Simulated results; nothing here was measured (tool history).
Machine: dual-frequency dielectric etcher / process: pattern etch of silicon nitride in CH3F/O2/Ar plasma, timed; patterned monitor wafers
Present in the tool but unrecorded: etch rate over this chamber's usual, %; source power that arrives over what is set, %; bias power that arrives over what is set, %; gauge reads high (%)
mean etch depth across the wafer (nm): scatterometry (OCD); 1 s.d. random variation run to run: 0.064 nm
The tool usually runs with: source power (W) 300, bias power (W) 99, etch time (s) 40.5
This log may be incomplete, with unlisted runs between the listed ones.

run    hour  source power (W)  bias power (W)  etch time (s)  wafers since the last listed run  hours since the last wet clean  hours since the last source power generator calibration  hours since the last bias power generator calibration  hours since the last upper electrode change  hours since the gauge calibration  read-back reference wafer on the same gauge, depth_nm  mean etch depth across the wafer (nm)
  1     0.0               320              99           40.5                                 0                           619.7                                                   2027.5                                                 3443.8                                       5796.7                             1401.5                                                  30.19                                  30.15
  2    53.4               320              99           40.5                               485                           673.1                                                   2080.9                                                 3497.2                                       5850.1                             1454.9                                                  30.23                                  30.28
      108.2  -- wet clean of the chamber
  3   108.7               320              99           40.5                               284                             0.5                                                   2136.2                                                 3552.5                                       5905.4                             1510.2                                                  30.19                                  30.20
  4   154.8               300              99           43.0                               419                            46.6                                                   2182.3                                                 3598.6                                       5951.5                             1556.3                                                  30.20                                  31.30
  5   182.1               300              99           43.0                               248                            73.9                                                   2209.6                                                 3625.9                                       5978.8                             1583.6                                                  30.20                                  31.23
  6   211.5               300              99           40.5                               267                           103.3                                                   2239.0                                                 3655.3                                       6008.2                             1613.0                                                  30.18                                  29.42
  7   261.1               300              99           40.5                               451                           152.9                                                   2288.6                                                 3704.9                                       6057.8                             1662.6                                                  30.20                                  29.35
  8   324.4               300              99           40.5                               575                           216.2                                                   2351.9                                                 3768.2                                       6121.1                             1725.9                                                  30.20                                  29.36
      353.5  -- upper electrode replaced
  9   385.0               300              99           40.5                               332                           276.8                                                   2412.5                                                 3828.8                                         31.5                             1786.5                                                  30.22                                  29.22
 10   429.2               300              99           47.5                               402                           321.0                                                   2456.7                                                 3873.0                                         75.7                             1830.7                                                  30.22                                  34.31
 11   466.2               300              99           47.5                               336                           358.0                                                   2493.7                                                 3910.0                                        112.7                             1867.7                                                  30.22                                  34.38
 12   502.5               300              99           40.5                               330                           394.3                                                   2530.0                                                 3946.3                                        149.0                             1904.0                                                  30.19                                  29.38
      554.0  -- gauge calibrated
 13   628.8               300              99           40.5                              1148                           520.6                                                   2656.3                                                 4072.6                                        275.3                               74.8                                                  30.20                                  29.29
 14   668.3               360              99           29.0                               359                           560.1                                                   2695.8                                                 4112.1                                        314.8                              114.3                                                  30.18                                  22.54
      698.9  -- source power generator calibrated
      715.0  -- wet clean of the chamber
 15   716.3               300              99           40.5                               254                             1.3                                                     17.4                                                 4160.1                                        362.8                              162.3                                                  30.21                                  29.59
      751.9  -- bias power generator calibrated
 16   769.2               300              92           32.5                               444                            54.2                                                     70.3                                                   17.3                                        415.7                              215.2                                                  30.19                                  22.78
 17   838.3               320              78           50.0                               628                           123.3                                                    139.4                                                   86.4                                        484.8                              284.3                                                  30.19                                  32.78
 18   864.2               260              91           46.0                               235                           149.2                                                    165.3                                                  112.3                                        510.7                              310.2                                                  30.24                                  30.16
 19   897.1               360              87           52.5                               299                           182.1                                                    198.2                                                  145.2                                        543.6                              343.1                                                  30.20                                  38.30
 20   927.7               230              99           40.5                               278                           212.7                                                    228.8                                                  175.8                                        574.2                              373.7                                                  30.20                                  26.53
 21  1002.2               300              99           47.0                               677                           287.2                                                    303.3                                                  250.3                                        648.7                              448.2                                                  30.22                                  34.28
 22  1044.2               320              99           40.5                               382                           329.2                                                    345.3                                                  292.3                                        690.7                              490.2                                                  30.23                                  30.33
 23  1099.5               220              99           36.5                               502                           384.5                                                    400.6                                                  347.6                                        746.0                              545.5                                                  30.19                                  23.54
 24  1149.2               220              84           49.0                               452                           434.2                                                    450.3                                                  397.3                                        795.7                              595.2                                                  30.22                                  28.68
 25  1205.6               260              99           37.0                               512                           490.6                                                    506.7                                                  453.7                                        852.1                              651.6                                                  30.19                                  25.50
 26  1230.0               230              89           40.5                               221                           515.0                                                    531.1                                                  478.1                                        876.5                              676.0                                                  30.20                                  25.09
     1275.2  -- wet clean of the chamber
 27  1275.7               370              75           32.0                               197                             0.5                                                    576.8                                                  523.8                                        922.2                              721.7                                                  30.19                                  21.61
 28  1303.7               300              80           40.5                               254                            28.5                                                    604.8                                                  551.8                                        950.2                              749.7                                                  30.19                                  26.22
 29  1353.9               300              99           40.5                               456                            78.7                                                    655.0                                                  602.0                                       1000.4                              799.9                                                  30.21                                  29.45
 30  1413.8               300              87           49.0                               544                           138.6                                                    714.9                                                  661.9                                       1060.3                              859.8                                                  30.20                                  33.22

Selected run-to-run steps in mean etch depth across the wafer (nm), each split into two signed amounts: the part the tool would show with no hidden state at all (from settings, incoming material and random variation), and the remainder, which goes to the hidden state together with any gauge scatter not common to the measured and the hidden-state-free results:
Run 9 -> 10: etch time (s) 40.5 -> 47.5. mean etch depth across the wafer (nm) +5.09: hidden state -0.06, all else +5.15.
Run 13 -> 14: source power (W) 300 -> 360, etch time (s) 40.5 -> 29.0. mean etch depth across the wafer (nm) -6.75: hidden state +0.07, all else -6.82.
Run 14 -> 15: source power (W) 360 -> 300, etch time (s) 29.0 -> 40.5, source power generator calibrated, wet clean of the chamber. mean etch depth across the wafer (nm) +7.05: hidden state +0.23, all else +6.82.
Run 16 -> 17: source power (W) 300 -> 320, bias power (W) 92 -> 78, etch time (s) 32.5 -> 50.0. mean etch depth across the wafer (nm) +10.00: hidden state -0.02, all else +10.02.
Run 18 -> 19: source power (W) 260 -> 360, bias power (W) 91 -> 87, etch time (s) 46.0 -> 52.5. mean etch depth across the wafer (nm) +8.14: hidden state -0.01, all else +8.15.
Run 19 -> 20: source power (W) 360 -> 230, bias power (W) 87 -> 99, etch time (s) 52.5 -> 40.5. mean etch depth across the wafer (nm) -11.77: hidden state +0.02, all else -11.79.
